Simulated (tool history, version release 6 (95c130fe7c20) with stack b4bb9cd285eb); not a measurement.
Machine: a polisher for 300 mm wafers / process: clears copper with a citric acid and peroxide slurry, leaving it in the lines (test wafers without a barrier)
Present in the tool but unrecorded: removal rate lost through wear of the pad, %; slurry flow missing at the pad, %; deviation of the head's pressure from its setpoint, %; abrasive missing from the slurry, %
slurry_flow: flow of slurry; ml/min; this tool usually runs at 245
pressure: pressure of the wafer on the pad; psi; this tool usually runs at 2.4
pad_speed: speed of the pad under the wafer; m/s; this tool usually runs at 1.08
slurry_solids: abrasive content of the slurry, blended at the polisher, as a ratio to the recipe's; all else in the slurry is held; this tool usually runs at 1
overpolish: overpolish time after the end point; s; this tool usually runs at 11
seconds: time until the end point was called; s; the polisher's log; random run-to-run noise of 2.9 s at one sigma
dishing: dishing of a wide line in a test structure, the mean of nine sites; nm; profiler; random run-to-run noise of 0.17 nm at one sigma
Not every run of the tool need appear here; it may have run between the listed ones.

| run | day | slurry_flow | pressure | pad_speed | slurry_solids | overpolish | wafers since the last listed run | wafers polished on this pad | hours since the slurry nozzle was cleaned | hours since the head pressure was calibrated | hours since the slurry blender was calibrated | incoming thickness of the incoming film, nm | seconds | dishing |
|---|---|---|---|---|---|---|---|---|---|---|---|---|---|---|
| 1 | 0 | 245 | 2.4 | 1.08 | 0.85 | 11 | 0 | 868 | 352.1 | 993 | 309.6 | 299.7 | 170.4 | 12.6 |
|  | 1.175 | slurry nozzle cleaned |
|  | 1.35 | head pressure recalibrated |
| 2 | 1.508 | 245 | 2.4 | 1.08 | 0.85 | 11 | 241 | 1109 | 8 | 3.8 | 345.8 | 303.2 | 174 | 12.5 |
|  | 2.938 | slurry blender recalibrated |
| 3 | 4.108 | 245 | 2.4 | 1.08 | 1 | 11 | 439 | 1549 | 70.4 | 66.2 | 28.1 | 301 | 171.5 | 13.1 |
| 4 | 5.479 | 245 | 2.4 | 1.08 | 1 | 11 | 239 | 1788 | 103.3 | 99.1 | 61 | 300.6 | 166.2 | 12.6 |
| 5 | 7.217 | 245 | 2.4 | 1.08 | 0.9 | 11 | 303 | 2092 | 145 | 140.8 | 102.7 | 299.1 | 175.1 | 12.7 |
| 6 | 9.162 | 245 | 2.4 | 1.08 | 0.9 | 11 | 339 | 2431 | 191.7 | 187.5 | 149.4 | 299.9 | 172.6 | 12.6 |
| 7 | 12.154 | 245 | 2.4 | 1.08 | 0.9 | 11 | 522 | 2954 | 263.5 | 259.3 | 221.2 | 302.7 | 175.5 | 12.3 |
|  | 13.304 | worn pad replaced by a new one |
| 8 | 19.171 | 330 | 1.9 | 1.08 | 1 | 18 | 1196 | 1024 | 431.9 | 427.7 | 389.6 | 301.8 | 214.6 | 16.8 |
|  | 19.854 | slurry blender recalibrated |
|  | 20.221 | slurry nozzle cleaned |
| 9 | 21.75 | 190 | 2.1 | 0.92 | 0.8 | 11 | 428 | 1453 | 36.7 | 489.6 | 45.5 | 299 | 239.6 | 9.5 |
| 10 | 23.338 | 245 | 2.4 | 0.84 | 0.9 | 11 | 277 | 1730 | 74.8 | 527.7 | 83.6 | 306 | 222.1 | 9.9 |
| 11 | 25.846 | 210 | 2.4 | 1.08 | 0.75 | 11 | 438 | 2168 | 135 | 587.9 | 143.8 | 297.6 | 175.9 | 12.4 |
| 12 | 28.529 | 245 | 2.4 | 1.08 | 1 | 11 | 468 | 2637 | 199.4 | 652.3 | 208.2 | 298.4 | 166.8 | 13.1 |
| 13 | 31.025 | 295 | 2.2 | 1.36 | 1 | 9 | 435 | 3072 | 259.3 | 712.2 | 268.1 | 303.7 | 145.4 | 11.9 |
|  | 33.117 | worn pad replaced by a new one |
| 14 | 33.971 | 295 | 2.2 | 1.36 | 1 | 9 | 485 | 149 | 330 | 782.9 | 338.8 | 299.3 | 144.7 | 12.2 |
|  | 35.088 | slurry blender recalibrated |
|  | 35.829 | slurry nozzle cleaned |
| 15 | 36.667 | 245 | 2.4 | 1.08 | 1 | 11 | 448 | 598 | 20.1 | 847.6 | 37.9 | 303.7 | 163.5 | 12.9 |
| 16 | 38.721 | 245 | 2.4 | 1.08 | 1 | 11 | 358 | 956 | 69.4 | 896.9 | 87.2 | 298.9 | 168.4 | 12.6 |
| 17 | 41.558 | 320 | 2.4 | 1.24 | 0.75 | 5 | 495 | 1452 | 137.5 | 965 | 155.3 | 299.9 | 152.6 | 6.8 |
| 18 | 42.725 | 245 | 2.8 | 1.08 | 1 | 11 | 203 | 1656 | 165.5 | 993 | 183.3 | 302.1 | 148.4 | 15 |
|  | 43.692 | head pressure recalibrated |
| 19 | 45.171 | 245 | 2.4 | 1.08 | 0.85 | 11 | 412 | 2068 | 224.2 | 35.5 | 242 | 300 | 170.6 | 12.4 |
| 20 | 46.967 | 245 | 2 | 1.36 | 1 | 11 | 313 | 2382 | 267.3 | 78.6 | 285.1 | 296.7 | 158.9 | 13.5 |
| 21 | 48.167 | 245 | 2.4 | 1.08 | 1 | 11 | 209 | 2591 | 296.1 | 107.4 | 313.9 | 300.8 | 171.5 | 13 |
| 22 | 50.062 | 315 | 3 | 1.08 | 1 | 11 | 331 | 2922 | 341.6 | 152.9 | 359.4 | 303.7 | 138.7 | 16.2 |
|  | 52.142 | worn pad replaced by a new one |
| 23 | 52.162 | 320 | 3 | 1.08 | 1 | 11 | 337 | 3 | 392 | 203.3 | 409.8 | 298.5 | 132.5 | 16 |
|  | 53.071 | slurry blender recalibrated |
| 24 | 53.325 | 270 | 2.4 | 0.9 | 1 | 15 | 188 | 192 | 419.9 | 231.2 | 6.1 | 305.6 | 201.3 | 14.3 |
|  | 54.208 | slurry nozzle cleaned |
| 25 | 55.196 | 245 | 2 | 1.2 | 0.9 | 11 | 319 | 511 | 23.7 | 276.1 | 51 | 303.4 | 189.5 | 11.8 |
| 26 | 57.321 | 320 | 2.4 | 0.76 | 1 | 14 | 371 | 882 | 74.7 | 327.1 | 102 | 301.4 | 226.7 | 11.9 |
| 27 | 59.725 | 245 | 2.4 | 1.08 | 1 | 11 | 419 | 1302 | 132.4 | 384.8 | 159.7 | 299.9 | 167.1 | 12.9 |
| 28 | 61.288 | 245 | 2.4 | 1.08 | 1 | 11 | 272 | 1575 | 169.9 | 422.3 | 197.2 | 295.5 | 163.3 | 12.5 |

What differs in the tool's unlogged condition from the final listed run ahead of each entry between runs to the first listed run following it?
After run 1, before run 2: slurry nozzle cleaned (day 1.175); head pressure recalibrated (day 1.35)
  no difference in the tool's unlogged condition between these two runs
After run 2, before run 3: slurry blender recalibrated (day 2.938)
  no difference in the tool's unlogged condition between these two runs
After run 7, before run 8: worn pad replaced by a new one (day 13.304)
  no difference in the tool's unlogged condition between these two runs
After run 8, before run 9: slurry blender recalibrated (day 19.854); slurry nozzle cleaned (day 20.221)
  no difference in the tool's unlogged condition between these two runs
After run 13, before run 14: worn pad replaced by a new one (day 33.117)
  no difference in the tool's unlogged condition between these two runs
After run 14, before run 15: slurry blender recalibrated (day 35.088); slurry nozzle cleaned (day 35.829)
  no difference in the tool's unlogged condition between these two runs
After run 18, before run 19: head pressure recalibrated (day 43.692)
  no difference in the tool's unlogged condition between these two runs
After run 22, before run 23: worn pad replaced by a new one (day 52.142)
  no difference in the tool's unlogged condition between these two runs
After run 23, before run 24: slurry blender recalibrated (day 53.071)
  no difference in the tool's unlogged condition between these two runs
After run 24, before run 25: slurry nozzle cleaned (day 54.208)
  no difference in the tool's unlogged condition between these two runs

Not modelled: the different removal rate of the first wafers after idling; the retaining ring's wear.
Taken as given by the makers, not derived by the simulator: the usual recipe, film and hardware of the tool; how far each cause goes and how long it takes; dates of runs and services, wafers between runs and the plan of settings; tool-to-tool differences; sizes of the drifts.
